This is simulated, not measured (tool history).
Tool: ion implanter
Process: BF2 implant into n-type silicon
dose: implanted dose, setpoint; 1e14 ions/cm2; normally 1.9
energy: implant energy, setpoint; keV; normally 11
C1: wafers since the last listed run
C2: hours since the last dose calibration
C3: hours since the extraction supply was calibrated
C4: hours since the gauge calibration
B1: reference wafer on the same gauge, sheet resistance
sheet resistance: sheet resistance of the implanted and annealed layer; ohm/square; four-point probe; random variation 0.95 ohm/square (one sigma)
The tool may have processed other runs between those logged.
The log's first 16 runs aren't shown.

At day 20.679: gauge calibrated.
Run 17, day 21.179: usual settings; C1 565; C2 264.1; C3 5191.2; C4 12; B1 641.97. Result: sheet resistance 635.78 ohm/square.
Run 18, day 21.7: usual settings but energy 14.5 keV; C1 216; C2 276.6; C3 5203.7; C4 24.5; B1 642.02. Result: sheet resistance 606.84 ohm/square.
At day 22.575: extraction supply calibrated.
Run 19, day 22.604: usual settings but dose 2.4 1e14 ions/cm2, energy 8.5 keV; C1 237; C2 298.3; C3 0.7; C4 46.2; B1 641.91. Result: sheet resistance 583.68 ohm/square.
Run 20, day 23.979: usual settings but dose 2.43 1e14 ions/cm2, energy 8 keV; C1 572; C2 331.3; C3 33.7; C4 79.2; B1 641.84. Result: sheet resistance 596.42 ohm/square.
Run 21, day 24.708: usual settings but dose 1.53 1e14 ions/cm2, energy 14 keV; C1 303; C2 348.8; C3 51.2; C4 96.7; B1 642.29. Result: sheet resistance 743.85 ohm/square.
Run 22, day 25.342: usual settings but dose 1.43 1e14 ions/cm2, energy 9.5 keV; C1 263; C2 364; C3 66.4; C4 111.9; B1 641.98. Result: sheet resistance 826.22 ohm/square.
Run 23, day 26.562: usual settings but energy 9 keV; C1 508; C2 393.3; C3 95.7; C4 141.2; B1 641.89. Result: sheet resistance 673.66 ohm/square.
Run 24, day 27.283: usual settings; C1 300; C2 410.6; C3 113; C4 158.5; B1 642.3. Result: sheet resistance 640.4 ohm/square.
Run 25, day 31.412: usual settings but dose 1.51 1e14 ions/cm2, energy 14 keV; C1 1718; C2 509.7; C3 212.1; C4 257.6; B1 642.31. Result: sheet resistance 754.88 ohm/square.
Run 26, day 32.625: usual settings; C1 504; C2 538.8; C3 241.2; C4 286.7; B1 642.04. Result: sheet resistance 642.34 ohm/square.
Run 27, day 33.4: usual settings; C1 322; C2 557.4; C3 259.8; C4 305.3; B1 642.34. Result: sheet resistance 643.03 ohm/square.
Run 28, day 34.45: usual settings; C1 437; C2 582.6; C3 285; C4 330.5; B1 642.06. Result: sheet resistance 643.62 ohm/square.
Run 29, day 35.138: usual settings; C1 286; C2 599.1; C3 301.5; C4 347; B1 641.92. Result: sheet resistance 641.6 ohm/square.
Run 30, day 36.25: usual settings but dose 1.56 1e14 ions/cm2, energy 8.5 keV; C1 463; C2 625.8; C3 328.2; C4 373.7; B1 642.17. Result: sheet resistance 793.36 ohm/square.
Run 31, day 37.046: usual settings but dose 1.5 1e14 ions/cm2, energy 15 keV; C1 331; C2 644.9; C3 347.3; C4 392.8; B1 641.87. Result: sheet resistance 756.84 ohm/square.
Run 32, day 37.612: usual settings; C1 235; C2 658.5; C3 360.9; C4 406.4; B1 641.96. Result: sheet resistance 643.4 ohm/square.
Run 33, day 38.858: usual settings but energy 9.5 keV; C1 518; C2 688.4; C3 390.8; C4 436.3; B1 642.04. Result: sheet resistance 665.06 ohm/square.
Run 34, day 39.588: usual settings but dose 2.2 1e14 ions/cm2; C1 303; C2 705.9; C3 408.3; C4 453.8; B1 642. Result: sheet resistance 572.78 ohm/square.
Run 35, day 40.408: usual settings but dose 2.23 1e14 ions/cm2, energy 8 keV; C1 341; C2 725.6; C3 428; C4 473.5; B1 642.27. Result: sheet resistance 629.1 ohm/square.
Run 36, day 41.029: usual settings but dose 2.11 1e14 ions/cm2, energy 10 keV; C1 258; C2 740.5; C3 442.9; C4 488.4; B1 641.7. Result: sheet resistance 606.59 ohm/square.
Run 37, day 41.908: usual settings but dose 1.51 1e14 ions/cm2, energy 9.5 keV; C1 365; C2 761.6; C3 464; C4 509.5; B1 642.11. Result: sheet resistance 799.01 ohm/square.

Forecast each of these 4 alternatives for the next run:
Run A, day 41.925: usual settings but energy 14 keV; C1 6; C2 762; C3 464.4; C4 509.9; B1 ?. Result: sheet resistance ?.
Run B, day 41.925: usual settings but dose 1.66 1e14 ions/cm2, energy 12 keV; C1 6; C2 762; C3 464.4; C4 509.9; B1 ?. Result: sheet resistance ?.
Run C, day 41.925: usual settings but dose 1.4 1e14 ions/cm2, energy 9.5 keV; C1 6; C2 762; C3 464.4; C4 509.9; B1 ?. Result: sheet resistance ?.
Run D, day 41.925: usual settings but dose 1.62 1e14 ions/cm2; C1 6; C2 762; C3 464.4; C4 509.9; B1 ?. Result: sheet resistance ?.

run      B1  sheet resistance
  A  641.98            617.35
  B  641.98            712.27
  C  641.98            852.09
  D  641.98            737.19
Without the tool's unlogged condition, the same runs would have read:
run  sheet resistance
  A            603.69
  B             696.6
  C             834.2
  D            721.36
